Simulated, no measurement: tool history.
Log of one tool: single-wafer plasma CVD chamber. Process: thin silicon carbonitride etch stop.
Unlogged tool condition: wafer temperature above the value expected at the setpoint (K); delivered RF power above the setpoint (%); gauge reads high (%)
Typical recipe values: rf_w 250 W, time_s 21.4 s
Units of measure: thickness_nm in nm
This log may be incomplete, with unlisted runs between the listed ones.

| run | hour | rf_w | time_s | wafers since the last listed run | hours since the last thermocouple change | hours since the last RF generator calibration | hours since the showerhead was replaced | hours since the gauge calibration | read-back reference wafer on the same gauge, thickness_nm | thickness_nm |
|---|---|---|---|---|---|---|---|---|---|---|
| 1 | 0 | 250 | 21.4 | 0 | 1315.5 | 1359.2 | 2201 | 1279.2 | 15.899 | 13.362 |
|  | 26.9 | thermocouple changed; heater temperature recalibrated |
|  | 44.5 | gauge calibrated |
| 2 | 57.7 | 250 | 21.4 | 995 | 30.8 | 1416.9 | 2258.7 | 13.2 | 15.9 | 13.346 |
| 3 | 163.1 | 250 | 21.4 | 2112 | 136.2 | 1522.3 | 2364.1 | 118.6 | 15.897 | 13.341 |
| 4 | 254.9 | 270 | 23.3 | 1839 | 228 | 1614.1 | 2455.9 | 210.4 | 15.904 | 15.001 |
| 5 | 332.5 | 270 | 23.3 | 1555 | 305.6 | 1691.7 | 2533.5 | 288 | 15.902 | 14.916 |
| 6 | 382.8 | 250 | 23.9 | 1007 | 355.9 | 1742 | 2583.8 | 338.3 | 15.902 | 14.851 |
| 7 | 431.8 | 250 | 21.4 | 981 | 404.9 | 1791 | 2632.8 | 387.3 | 15.901 | 13.314 |
| 8 | 483.7 | 265 | 18.8 | 1040 | 456.8 | 1842.9 | 2684.7 | 439.2 | 15.898 | 11.91 |
| 9 | 551.3 | 265 | 18.8 | 1354 | 524.4 | 1910.5 | 2752.3 | 506.8 | 15.9 | 11.924 |
|  | 636.8 | showerhead replaced |
| 10 | 637.3 | 270 | 21.4 | 1563 | 610.4 | 1996.5 | 0.5 | 592.8 | 15.898 | 13.642 |
| 11 | 686.1 | 210 | 25 | 977 | 659.2 | 2045.3 | 49.3 | 641.6 | 15.9 | 14.232 |
| 12 | 755.6 | 290 | 23.7 | 1392 | 728.7 | 2114.8 | 118.8 | 711.1 | 15.902 | 15.518 |
|  | 800.1 | RF generator calibrated |
| 13 | 811 | 225 | 25.6 | 949 | 784.1 | 10.9 | 174.2 | 766.5 | 15.895 | 15.453 |
| 14 | 902 | 270 | 18.5 | 1823 | 875.1 | 101.9 | 265.2 | 857.5 | 15.902 | 12.088 |
| 15 | 956.4 | 290 | 19.8 | 1090 | 929.5 | 156.3 | 319.6 | 911.9 | 15.901 | 13.296 |
| 16 | 1045.5 | 250 | 20.3 | 1785 | 1018.6 | 245.4 | 408.7 | 1001 | 15.898 | 12.82 |
|  | 1109.3 | thermocouple changed; heater temperature recalibrated |
| 17 | 1118 | 270 | 19.6 | 1292 | 8.7 | 317.9 | 481.2 | 1073.5 | 15.898 | 12.783 |
| 18 | 1201.9 | 205 | 24.5 | 1681 | 92.6 | 401.8 | 565.1 | 1157.4 | 15.901 | 14.156 |
| 19 | 1293.1 | 250 | 20.3 | 1827 | 183.8 | 493 | 656.3 | 1248.6 | 15.898 | 12.813 |
|  | 1359.6 | gauge calibrated |
| 20 | 1529.5 | 270 | 19.6 | 4737 | 420.2 | 729.4 | 892.7 | 169.9 | 15.9 | 12.767 |
| 21 | 1812.1 | 250 | 24.9 | 5662 | 702.8 | 1012 | 1175.3 | 452.5 | 15.899 | 15.654 |

For each entry between runs, how does the tool's hidden state at the last listed run before it compare with that at the first listed run after it?
From run 1 to run 2: thermocouple changed; heater temperature recalibrated (hour 26.9); gauge calibrated (hour 44.5)
  delivered RF power above the setpoint (%): -3.13 -> -3.31
  the result without the hidden state subtracted from the measured one, thickness_nm: -0.183 -> -0.193 nm
From run 9 to run 10: showerhead replaced (hour 636.8)
  delivered RF power above the setpoint (%): -5.19 -> -5.58
  the result without the hidden state subtracted from the measured one, thickness_nm: -0.276 -> -0.339 nm
From run 12 to run 13: RF generator calibrated (hour 800.1)
  delivered RF power above the setpoint (%): -6.14 -> -0.296
  the result without the hidden state subtracted from the measured one, thickness_nm: -0.428 -> -0.019 nm
From run 16 to run 17: thermocouple changed; heater temperature recalibrated (hour 1109.3)
  delivered RF power above the setpoint (%): -0.365 -> -0.412
  the result without the hidden state subtracted from the measured one, thickness_nm: -0.02 -> -0.022 nm
From run 19 to run 20: gauge calibrated (hour 1359.6)
  delivered RF power above the setpoint (%): -0.575 -> -0.906
  the result without the hidden state subtracted from the measured one, thickness_nm: -0.031 -> -0.05 nm

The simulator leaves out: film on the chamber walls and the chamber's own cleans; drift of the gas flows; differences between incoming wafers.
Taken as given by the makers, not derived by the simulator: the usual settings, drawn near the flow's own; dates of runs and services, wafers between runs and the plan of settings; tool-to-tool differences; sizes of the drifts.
